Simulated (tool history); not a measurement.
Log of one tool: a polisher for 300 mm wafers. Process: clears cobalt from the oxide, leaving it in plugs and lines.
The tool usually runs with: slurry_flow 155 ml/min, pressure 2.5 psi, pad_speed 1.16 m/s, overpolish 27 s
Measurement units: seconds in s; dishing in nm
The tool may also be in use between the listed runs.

| run | hour | slurry_flow | pressure | pad_speed | overpolish | incoming thickness of the incoming film, nm | seconds | dishing |
|---|---|---|---|---|---|---|---|---|
| 1 | 0.0 | 155 | 2.5 | 1.16 | 27 | 297.1 | 43.6 | 59.2 |
| 2 | 64.2 | 155 | 2.5 | 1.34 | 27 | 305.4 | 40.4 | 61.6 |
| 3 | 91.7 | 155 | 2.5 | 1.34 | 27 | 299.7 | 39.3 | 61.4 |
| 4 | 122.9 | 155 | 2.5 | 1.34 | 27 | 304.9 | 40.4 | 61.8 |
|  | 152.1 | slurry nozzle cleaned |
| 5 | 169.7 | 155 | 2.5 | 1.16 | 27 | 301.6 | 42.4 | 61.0 |
| 6 | 200.7 | 155 | 2.5 | 1.16 | 27 | 302.3 | 42.3 | 60.7 |
| 7 | 235.7 | 155 | 2.5 | 1.16 | 27 | 297.4 | 41.6 | 61.8 |
| 8 | 265.1 | 155 | 2.5 | 1.16 | 27 | 298.0 | 42.0 | 60.4 |
| 9 | 332.7 | 155 | 2.5 | 1.16 | 27 | 295.5 | 42.5 | 59.6 |
| 10 | 399.6 | 155 | 2.5 | 1.16 | 27 | 304.7 | 43.4 | 61.8 |
|  | 422.3 | worn pad replaced by a new one |
| 11 | 463.7 | 155 | 2.5 | 1.16 | 27 | 302.5 | 43.0 | 61.3 |
| 12 | 534.2 | 155 | 2.5 | 1.16 | 27 | 304.3 | 43.3 | 59.0 |
| 13 | 603.2 | 120 | 2.5 | 1.16 | 13 | 297.5 | 44.6 | 49.2 |
| 14 | 636.5 | 155 | 1.8 | 1.16 | 17 | 294.6 | 60.0 | 47.7 |
| 15 | 689.7 | 100 | 2.1 | 1.04 | 27 | 295.7 | 59.8 | 54.1 |
|  | 719.2 | slurry nozzle cleaned |
| 16 | 741.0 | 155 | 2.5 | 1.16 | 27 | 297.5 | 42.1 | 59.6 |
|  | 750.7 | head pressure recalibrated |
| 17 | 799.1 | 155 | 2.5 | 1.16 | 15 | 296.4 | 41.7 | 55.3 |
| 18 | 861.1 | 155 | 2.5 | 1.16 | 27 | 298.8 | 42.1 | 60.0 |
| 19 | 922.0 | 135 | 2.5 | 1.04 | 27 | 301.7 | 47.4 | 59.0 |
|  | 935.1 | worn pad replaced by a new one |
| 20 | 988.0 | 155 | 2.5 | 1.16 | 27 | 295.4 | 41.7 | 59.1 |
| 21 | 1022.2 | 155 | 2.5 | 1.16 | 27 | 297.3 | 42.5 | 62.5 |
| 22 | 1068.7 | 105 | 2.1 | 0.94 | 13 | 296.8 | 62.1 | 40.5 |
| 23 | 1121.5 | 190 | 2.5 | 0.76 | 27 | 301.2 | 59.2 | 58.7 |
| 24 | 1169.1 | 180 | 2.8 | 0.94 | 20 | 299.9 | 45.7 | 57.0 |
| 25 | 1216.3 | 205 | 1.6 | 1.36 | 18 | 306.8 | 57.8 | 50.5 |
| 26 | 1247.3 | 155 | 2.5 | 0.88 | 27 | 299.3 | 55.4 | 58.1 |
| 27 | 1310.2 | 155 | 2.0 | 1.16 | 19 | 302.1 | 55.5 | 52.5 |
|  | 1344.7 | slurry nozzle cleaned |
| 28 | 1347.9 | 155 | 2.5 | 1.16 | 27 | 294.6 | 41.8 | 59.8 |
| 29 | 1407.5 | 155 | 2.5 | 1.16 | 27 | 299.9 | 42.6 | 61.0 |
|  | 1457.1 | worn pad replaced by a new one |
| 30 | 1478.7 | 155 | 1.8 | 1.16 | 31 | 294.8 | 56.6 | 59.5 |
| 31 | 1515.7 | 170 | 1.7 | 1.50 | 37 | 304.2 | 48.7 | 60.3 |
| 32 | 1561.8 | 155 | 2.5 | 1.16 | 27 | 296.5 | 42.3 | 59.5 |
| 33 | 1595.3 | 155 | 2.5 | 0.98 | 11 | 298.9 | 48.5 | 44.0 |
| 34 | 1653.1 | 155 | 2.5 | 1.16 | 27 | 293.9 | 42.5 | 60.4 |
| 35 | 1710.2 | 155 | 2.5 | 1.16 | 27 | 296.5 | 43.0 | 60.7 |

Below are 3 alternative next runs, each starting from the tool's condition after run 35. Predict each:
| A | 1710.7 | 155 | 2.5 | 1.16 | 27 | 299.1 | ? | ? |
| B | 1710.7 | 155 | 2.2 | 1.16 | 14 | 299.1 | ? | ? |
| C | 1710.7 | 175 | 2.5 | 1.16 | 32 | 299.1 | ? | ? |

| run | seconds | dishing |
|---|---|---|
| A | 43.2 | 58.7 |
| B | 48.8 | 47.7 |
| C | 42.6 | 59.8 |
What these runs would have given with no unlogged condition in the tool:
| run | seconds | dishing |
|---|---|---|
| A | 42.2 | 58.9 |
| B | 47.7 | 48.2 |
| C | 41.7 | 59.9 |
